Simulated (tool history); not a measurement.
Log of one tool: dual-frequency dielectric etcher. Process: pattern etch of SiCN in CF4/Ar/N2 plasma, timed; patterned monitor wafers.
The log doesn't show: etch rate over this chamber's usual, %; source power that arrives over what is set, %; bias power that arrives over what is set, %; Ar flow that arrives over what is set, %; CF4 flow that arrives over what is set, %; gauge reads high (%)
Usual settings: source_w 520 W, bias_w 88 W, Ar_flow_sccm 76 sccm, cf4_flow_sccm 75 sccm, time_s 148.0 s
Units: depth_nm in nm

run,hour,source_w,bias_w,Ar_flow_sccm,cf4_flow_sccm,time_s,wafers since the last listed run,hours since the last wet clean,hours since the last source power generator calibration,hours since the last bias power generator calibration,hours since the last Ar flow controller change,hours since the last CF4 flow controller change,hours since the last upper electrode change,hours since the gauge calibration,"read-back reference wafer on the same gauge, depth_nm",depth_nm
1,0.0,520,88,76,75,148.0,0,341.1,1437.8,2873.9,4760.4,3660.9,5082.2,365.1,219.8,180.3
2,22.1,520,88,76,75,148.0,114,363.2,1459.9,2896.0,4782.5,3683.0,5104.3,387.2,219.8,179.8
3,35.7,520,88,76,75,148.0,70,376.8,1473.5,2909.6,4796.1,3696.6,5117.9,400.8,220.0,180.8
4,66.3,520,88,76,75,148.0,157,407.4,1504.1,2940.2,4826.7,3727.2,5148.5,431.4,219.9,180.1
5,90.5,520,88,76,75,148.0,124,431.6,1528.3,2964.4,4850.9,3751.4,5172.7,455.6,220.0,179.6
6,111.6,520,88,76,75,148.0,108,452.7,1549.4,2985.5,4872.0,3772.5,5193.8,476.7,220.2,180.5
7,125.9,520,88,76,75,148.0,73,467.0,1563.7,2999.8,4886.3,3786.8,5208.1,491.0,219.7,180.6
8,138.3,520,80,76,75,148.0,63,479.4,1576.1,3012.2,4898.7,3799.2,5220.5,503.4,219.9,176.1
# hour 146.7: CF4 flow controller replaced
# hour 169.7: upper electrode replaced
9,170.2,580,97,89,75,116.5,14,511.3,1608.0,3044.1,4930.6,23.5,0.5,535.3,220.3,153.2
# hour 200.3: wet clean of the chamber
10,200.8,520,66,76,75,148.0,34,0.5,1638.6,3074.7,4961.2,54.1,31.1,565.9,220.1,166.3
# hour 220.4: Ar flow controller replaced
11,220.9,640,88,88,75,148.0,72,20.6,1658.7,3094.8,0.5,74.2,51.2,586.0,220.2,201.0
12,256.4,520,88,76,75,189.0,183,56.1,1694.2,3130.3,36.0,109.7,86.7,621.5,219.8,228.5
# hour 268.1: bias power generator calibrated
# hour 268.9: source power generator calibrated
13,277.6,520,88,76,59,166.0,84,77.3,8.7,9.5,57.2,130.9,107.9,642.7,220.0,196.7
14,305.0,520,88,76,75,148.0,141,104.7,36.1,36.9,84.6,158.3,135.3,670.1,220.0,186.3
# hour 307.3: gauge calibrated
15,348.2,520,88,76,75,148.0,222,147.9,79.3,80.1,127.8,201.5,178.5,40.9,219.9,184.6
16,381.2,520,88,76,68,148.0,170,180.9,112.3,113.1,160.8,234.5,211.5,73.9,220.2,181.5
17,397.4,520,106,76,75,148.0,83,197.1,128.5,129.3,177.0,250.7,227.7,90.1,219.9,195.0
18,427.4,520,88,76,75,148.0,154,227.1,158.5,159.3,207.0,280.7,257.7,120.1,220.2,183.4
19,443.4,460,88,76,85,148.0,82,243.1,174.5,175.3,223.0,296.7,273.7,136.1,220.1,176.2
20,459.9,520,88,76,75,148.0,85,259.6,191.0,191.8,239.5,313.2,290.2,152.6,219.9,183.7

Measured less the same run without the tool's hidden state. The same run-to-run variation is in both; the gauge's scatter may not be:
run,depth_nm
1,-5.6
2,-5.7
3,-5.6
4,-5.6
5,-5.6
6,-5.8
7,-5.7
8,-5.6
9,-4.8
10,-5.3
11,-6.4
12,-7.3
13,-0.5
14,-0.7
15,-1.2
16,-1.5
17,-1.7
18,-1.8
19,-1.9
20,-2.2
